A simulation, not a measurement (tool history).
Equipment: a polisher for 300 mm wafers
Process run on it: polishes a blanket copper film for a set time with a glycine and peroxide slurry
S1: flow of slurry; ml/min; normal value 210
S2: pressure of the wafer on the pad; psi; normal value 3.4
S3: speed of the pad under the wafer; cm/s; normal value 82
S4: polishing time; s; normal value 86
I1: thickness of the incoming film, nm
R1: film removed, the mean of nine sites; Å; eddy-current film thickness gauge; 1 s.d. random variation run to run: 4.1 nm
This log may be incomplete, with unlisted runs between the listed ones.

run 1 day=0 | S1=210 S2=3.4 S3=82 S4=86 | I1=1917.4 | R1=4961
run 2 day=3.112 | S1=210 S2=3.4 S3=82 S4=86 | I1=1948.9 | R1=5059
run 3 day=5.229 | S1=210 S2=3.4 S3=82 S4=86 | I1=1937.2 | R1=4994
run 4 day=7.312 | S1=210 S2=3.4 S3=82 S4=86 | I1=1934.1 | R1=4998
-- day=7.567 worn pad replaced by a new one
run 5 day=11.504 | S1=210 S2=3.4 S3=82 S4=86 | I1=1918 | R1=5161
run 6 day=15.829 | S1=210 S2=3.4 S3=82 S4=86 | I1=1929.3 | R1=5154
run 7 day=17.333 | S1=210 S2=3.4 S3=82 S4=86 | I1=1930.6 | R1=5132
-- day=20.242 worn pad replaced by a new one
run 8 day=21.767 | S1=210 S2=3.4 S3=82 S4=86 | I1=1915.7 | R1=5296
-- day=22.521 slurry nozzle cleaned
run 9 day=24.604 | S1=210 S2=3.4 S3=104 S4=86 | I1=1912.5 | R1=6004
run 10 day=26.579 | S1=210 S2=3.4 S3=82 S4=66 | I1=1925.9 | R1=3996
run 11 day=28.179 | S1=210 S2=3.4 S3=82 S4=86 | I1=1914.3 | R1=5206
-- day=28.458 head pressure recalibrated
run 12 day=31.938 | S1=155 S2=3.4 S3=82 S4=86 | I1=1918.4 | R1=4619
-- day=35.608 worn pad replaced by a new one
run 13 day=35.783 | S1=155 S2=3.4 S3=82 S4=86 | I1=1909 | R1=4959
run 14 day=38.542 | S1=165 S2=3.4 S3=58 S4=113 | I1=1934.3 | R1=5497
run 15 day=41.304 | S1=210 S2=3.4 S3=82 S4=86 | I1=1924.8 | R1=5170
run 16 day=45.412 | S1=210 S2=3.4 S3=82 S4=66 | I1=1962.8 | R1=3911
-- day=46.342 slurry nozzle cleaned
run 17 day=49.046 | S1=255 S2=3.4 S3=82 S4=86 | I1=1920.4 | R1=5242
-- day=51.108 worn pad replaced by a new one
run 18 day=51.167 | S1=210 S2=4 S3=82 S4=58 | I1=1919.3 | R1=4100
run 19 day=53.838 | S1=280 S2=3.4 S3=82 S4=64 | I1=1943.5 | R1=4079
run 20 day=56.496 | S1=210 S2=3.4 S3=94 S4=110 | I1=1942.2 | R1=7281
run 21 day=60.275 | S1=170 S2=2.5 S3=82 S4=86 | I1=1936.2 | R1=3895
run 22 day=62.108 | S1=170 S2=3.4 S3=110 S4=66 | I1=1900.8 | R1=4591
-- day=63.725 head pressure recalibrated
run 23 day=64.992 | S1=210 S2=4.2 S3=82 S4=74 | I1=1933.7 | R1=4936
run 24 day=66.867 | S1=210 S2=3.9 S3=82 S4=86 | I1=1913 | R1=5385
-- day=67.512 worn pad replaced by a new one
run 25 day=68.429 | S1=140 S2=3.4 S3=82 S4=86 | I1=1918 | R1=4722
run 26 day=71.658 | S1=210 S2=3.4 S3=82 S4=86 | I1=1960.7 | R1=5103
run 27 day=73.725 | S1=210 S2=3.4 S3=82 S4=86 | I1=1927.3 | R1=5130

Branching from run 27: 3 alternative next runs. What would each branch give?
run A day=73.742 | S1=210 S2=3.8 S3=82 S4=86 | I1=1927.3 | R1=?
run B day=73.742 | S1=210 S2=3.4 S3=54 S4=106 | I1=1927.3 | R1=?
run C day=73.742 | S1=210 S2=3 S3=82 S4=86 | I1=1927.3 | R1=?

run=A R1=5579
run=B R1=5059
run=C R1=4584
What these runs would have given with no unlogged condition in the tool:
run=A R1=5464
run=B R1=4970
run=C R1=4498

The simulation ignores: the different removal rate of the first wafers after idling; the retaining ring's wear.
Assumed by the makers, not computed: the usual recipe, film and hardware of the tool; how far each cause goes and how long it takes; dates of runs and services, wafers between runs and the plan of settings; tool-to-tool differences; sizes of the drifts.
